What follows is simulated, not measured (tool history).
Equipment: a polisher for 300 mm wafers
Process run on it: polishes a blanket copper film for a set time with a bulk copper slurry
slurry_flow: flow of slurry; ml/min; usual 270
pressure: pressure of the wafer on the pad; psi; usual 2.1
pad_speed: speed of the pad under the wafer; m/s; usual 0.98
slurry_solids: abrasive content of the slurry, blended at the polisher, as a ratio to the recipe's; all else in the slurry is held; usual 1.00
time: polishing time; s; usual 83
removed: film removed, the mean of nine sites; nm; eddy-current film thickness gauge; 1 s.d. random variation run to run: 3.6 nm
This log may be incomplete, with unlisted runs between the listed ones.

run,hour,slurry_flow,pressure,pad_speed,slurry_solids,time,"incoming thickness of the incoming film, nm",removed
1,0.0,270,2.1,0.98,1.00,83,2063.6,552.3
2,8.9,270,2.1,0.98,1.00,83,2060.2,552.0
3,22.5,245,2.1,0.98,0.90,83,2077.8,528.7
4,42.3,245,2.1,0.98,0.90,83,2135.1,523.2
5,54.0,245,2.1,0.98,0.90,83,2102.1,522.9
6,60.0,270,2.1,0.98,0.80,83,2095.7,507.3
7,68.1,270,2.1,0.98,0.80,83,2089.4,508.6
8,79.3,270,2.1,0.98,1.00,83,2105.0,529.6
9,86.1,270,1.9,1.08,1.00,83,2083.0,521.2
10,95.9,270,2.1,0.98,1.00,83,2109.8,522.3
# hour 105.0: worn pad replaced by a new one
# hour 106.8: slurry nozzle cleaned
11,111.7,200,2.1,0.98,0.85,83,2132.1,528.1
# hour 114.0: head pressure recalibrated
12,124.5,270,2.7,1.20,1.00,61,2066.4,640.0
# hour 163.1: slurry blender recalibrated
13,163.6,200,2.1,0.98,0.85,83,2084.6,521.2
14,173.2,185,2.1,0.98,0.90,83,2090.2,520.4
15,186.3,185,1.9,0.98,1.00,103,2092.1,605.8

Run 16 is up next; what results do you expect?
16,192.3,325,2.1,0.98,1.00,105,2085.7,?

For run 16 the tool returned removed 687.4 nm.
Were there no unlogged condition in the tool, this run, its random variation unchanged, would have produced removed 702.2 nm.
